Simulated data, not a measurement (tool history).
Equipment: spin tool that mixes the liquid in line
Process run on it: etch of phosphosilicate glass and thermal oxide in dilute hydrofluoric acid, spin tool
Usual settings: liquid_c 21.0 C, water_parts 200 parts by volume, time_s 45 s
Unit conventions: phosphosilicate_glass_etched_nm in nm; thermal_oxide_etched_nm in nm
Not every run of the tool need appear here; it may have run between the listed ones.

run,day,liquid_c,water_parts,time_s,wafers since the last listed run,hours since the thermometer was replaced,hours since the hydrofluoric acid flow meter was replaced,hours since the gauge calibration,"read-back film thickness of the phosphosilicate glass reference wafer, read on the same gauge (nm)","read-back film thickness of the thermal oxide reference wafer, read on the same gauge (nm)",phosphosilicate_glass_etched_nm,thermal_oxide_etched_nm
1,0.000,21.0,260,45,0,1313.1,1610.5,428.7,80.01,150.015,14.05,0.734
2,1.325,21.0,260,45,476,1344.9,1642.3,460.5,79.97,150.001,14.04,0.744
3,1.692,21.0,200,45,131,1353.7,1651.1,469.3,79.99,150.023,19.24,1.000
4,2.221,21.0,200,45,190,1366.4,1663.8,482.0,80.00,150.001,19.31,0.990
5,2.696,21.0,200,45,170,1377.8,1675.2,493.4,79.99,150.021,19.54,0.988
6,3.038,21.0,200,55,122,1386.0,1683.4,501.6,79.98,149.959,23.81,1.238
7,3.350,21.0,200,55,112,1393.5,1690.9,509.1,80.03,149.993,23.70,1.173
8,3.962,17.5,200,45,220,1408.2,1705.6,523.8,80.04,150.010,17.06,0.873
9,4.683,17.5,200,45,259,1425.5,1722.9,541.1,79.99,150.002,16.99,0.845
10,5.192,21.0,200,45,182,1437.7,1735.1,553.3,80.00,149.996,19.35,0.959
11,5.675,21.0,280,45,173,1449.3,1746.7,564.9,80.01,150.007,12.88,0.675
# day 6.075: gauge calibrated
12,6.088,21.0,200,45,148,1459.2,1756.6,0.3,80.00,150.022,19.46,0.991
13,6.962,21.0,125,30,314,1480.2,1777.6,21.3,80.02,149.993,22.80,1.176
# day 7.138: thermometer replaced
14,7.362,25.0,200,45,128,5.4,1787.2,30.9,80.01,150.011,20.65,1.034
15,7.912,21.0,200,30,197,18.6,1800.4,44.1,80.01,150.028,11.92,0.572
16,8.200,21.0,200,45,103,25.5,1807.3,51.0,79.97,149.973,17.84,0.905
17,8.692,24.0,110,50,176,37.3,1819.1,62.8,79.99,149.968,44.76,2.257
# day 8.829: hydrofluoric acid flow meter replaced
18,9.033,17.5,200,65,107,45.5,4.9,71.0,80.02,149.976,22.50,1.157
19,9.412,21.0,200,45,136,54.6,14.0,80.1,79.99,150.001,17.69,0.926
20,10.158,21.0,240,35,268,72.5,31.9,98.0,80.02,150.003,11.21,0.590
21,10.438,24.5,200,45,100,79.2,38.6,104.7,80.00,150.009,20.49,1.070
22,10.779,21.0,200,45,122,87.4,46.8,112.9,80.04,149.966,17.85,0.897
23,11.238,18.0,235,20,164,98.4,57.8,123.9,79.97,150.004,5.86,0.296
24,11.733,21.0,200,45,178,110.3,69.7,135.8,79.97,150.005,18.03,0.958
25,12.429,25.0,150,45,250,127.0,86.4,152.5,80.02,149.989,29.30,1.434
26,12.692,21.0,200,45,94,133.3,92.7,158.8,79.98,149.997,18.02,0.926
27,13.408,21.0,200,70,257,150.5,109.9,176.0,80.03,150.029,27.86,1.427

Below are 3 alternative next runs, each starting from the tool's condition after run 27. Predict each:
A,13.425,21.0,120,45,5,150.9,110.3,176.4,?,?,?,?
B,13.425,17.5,295,30,5,150.9,110.3,176.4,?,?,?,?
C,13.425,17.5,100,65,5,150.9,110.3,176.4,?,?,?,?

run,"read-back film thickness of the phosphosilicate glass reference wafer, read on the same gauge (nm)","read-back film thickness of the thermal oxide reference wafer, read on the same gauge (nm)",phosphosilicate_glass_etched_nm,thermal_oxide_etched_nm
A,80.00,150.027,32.61,1.655
B,80.00,150.027,6.51,0.331
C,80.00,150.027,50.07,2.541
Without the tool's unlogged condition, the same runs would have read:
run,phosphosilicate_glass_etched_nm,thermal_oxide_etched_nm
A,32.06,1.627
B,6.41,0.325
C,49.17,2.495
